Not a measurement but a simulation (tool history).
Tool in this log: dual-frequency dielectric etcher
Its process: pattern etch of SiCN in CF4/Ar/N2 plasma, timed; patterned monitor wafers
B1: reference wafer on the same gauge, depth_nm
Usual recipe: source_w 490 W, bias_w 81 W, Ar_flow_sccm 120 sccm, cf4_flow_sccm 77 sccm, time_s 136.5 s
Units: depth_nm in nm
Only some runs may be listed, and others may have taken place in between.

run 1 hour=0 | source_w=490 bias_w=81 Ar_flow_sccm=120 cf4_flow_sccm=77 time_s=136.5 | B1=140.1 | depth_nm=133.6
run 2 hour=15.3 | source_w=490 bias_w=81 Ar_flow_sccm=120 cf4_flow_sccm=77 time_s=136.5 | B1=140 | depth_nm=132.7
run 3 hour=42 | source_w=490 bias_w=81 Ar_flow_sccm=120 cf4_flow_sccm=77 time_s=136.5 | B1=140 | depth_nm=133.5
run 4 hour=61.2 | source_w=490 bias_w=81 Ar_flow_sccm=120 cf4_flow_sccm=63 time_s=136.5 | B1=140.1 | depth_nm=127.5
run 5 hour=82.4 | source_w=490 bias_w=81 Ar_flow_sccm=142 cf4_flow_sccm=77 time_s=136.5 | B1=140.1 | depth_nm=130.9
run 6 hour=106.2 | source_w=490 bias_w=81 Ar_flow_sccm=108 cf4_flow_sccm=66 time_s=136.5 | B1=139.9 | depth_nm=131
run 7 hour=121 | source_w=490 bias_w=81 Ar_flow_sccm=108 cf4_flow_sccm=66 time_s=136.5 | B1=140.1 | depth_nm=131.3
-- hour=130.3 gauge calibrated
run 8 hour=134.5 | source_w=490 bias_w=81 Ar_flow_sccm=120 cf4_flow_sccm=77 time_s=136.5 | B1=140 | depth_nm=134.7
run 9 hour=147.6 | source_w=520 bias_w=81 Ar_flow_sccm=104 cf4_flow_sccm=77 time_s=136.5 | B1=140.1 | depth_nm=145.5
run 10 hour=162.4 | source_w=520 bias_w=81 Ar_flow_sccm=104 cf4_flow_sccm=77 time_s=136.5 | B1=139.9 | depth_nm=144.8
run 11 hour=187 | source_w=490 bias_w=99 Ar_flow_sccm=120 cf4_flow_sccm=77 time_s=171.5 | B1=140 | depth_nm=178.9
-- hour=220.8 wet clean of the chamber
run 12 hour=221.3 | source_w=490 bias_w=87 Ar_flow_sccm=120 cf4_flow_sccm=77 time_s=136.5 | B1=139.9 | depth_nm=129
-- hour=233.6 CF4 flow controller replaced
run 13 hour=234.1 | source_w=490 bias_w=73 Ar_flow_sccm=120 cf4_flow_sccm=77 time_s=109 | B1=140.1 | depth_nm=99.1
-- hour=240.3 bias power generator calibrated
run 14 hour=264.1 | source_w=490 bias_w=81 Ar_flow_sccm=120 cf4_flow_sccm=77 time_s=151 | B1=140 | depth_nm=140.8
-- hour=298.7 upper electrode replaced, of another model than before
run 15 hour=301.6 | source_w=400 bias_w=88 Ar_flow_sccm=104 cf4_flow_sccm=62 time_s=136.5 | B1=139.9 | depth_nm=100.5
-- hour=311 Ar flow controller replaced
run 16 hour=316.7 | source_w=490 bias_w=81 Ar_flow_sccm=147 cf4_flow_sccm=65 time_s=136.5 | B1=140 | depth_nm=118.7
-- hour=325 source power generator calibrated
run 17 hour=342.6 | source_w=580 bias_w=81 Ar_flow_sccm=120 cf4_flow_sccm=91 time_s=136.5 | B1=140.1 | depth_nm=161.3
run 18 hour=362.9 | source_w=520 bias_w=81 Ar_flow_sccm=104 cf4_flow_sccm=77 time_s=136.5 | B1=140 | depth_nm=140.7
run 19 hour=391.6 | source_w=400 bias_w=81 Ar_flow_sccm=106 cf4_flow_sccm=71 time_s=115 | B1=140 | depth_nm=85.6
run 20 hour=417.3 | source_w=490 bias_w=81 Ar_flow_sccm=120 cf4_flow_sccm=77 time_s=136.5 | B1=140.1 | depth_nm=130.3
run 21 hour=431 | source_w=490 bias_w=92 Ar_flow_sccm=120 cf4_flow_sccm=77 time_s=136.5 | B1=140 | depth_nm=135.6

Consider 4 possible next runs. They are alternatives, not a sequence: every one starts from the tool as it was left by run 21. What does each give?
run A hour=431.5 | source_w=490 bias_w=81 Ar_flow_sccm=120 cf4_flow_sccm=77 time_s=136.5 | B1=? | depth_nm=?
run B hour=431.5 | source_w=490 bias_w=81 Ar_flow_sccm=120 cf4_flow_sccm=95 time_s=162 | B1=? | depth_nm=?
run C hour=431.5 | source_w=430 bias_w=91 Ar_flow_sccm=129 cf4_flow_sccm=63 time_s=136.5 | B1=? | depth_nm=?
run D hour=431.5 | source_w=490 bias_w=72 Ar_flow_sccm=120 cf4_flow_sccm=94 time_s=136.5 | B1=? | depth_nm=?

run=A B1=140 depth_nm=129.6
run=B B1=140 depth_nm=160.7
run=C B1=140 depth_nm=109
run=D B1=140 depth_nm=129.9
Stripped of hidden state, with their random variation kept, the same runs would have yielded:
run=A depth_nm=127.3
run=B depth_nm=157.9
run=C depth_nm=107.1
run=D depth_nm=127.6
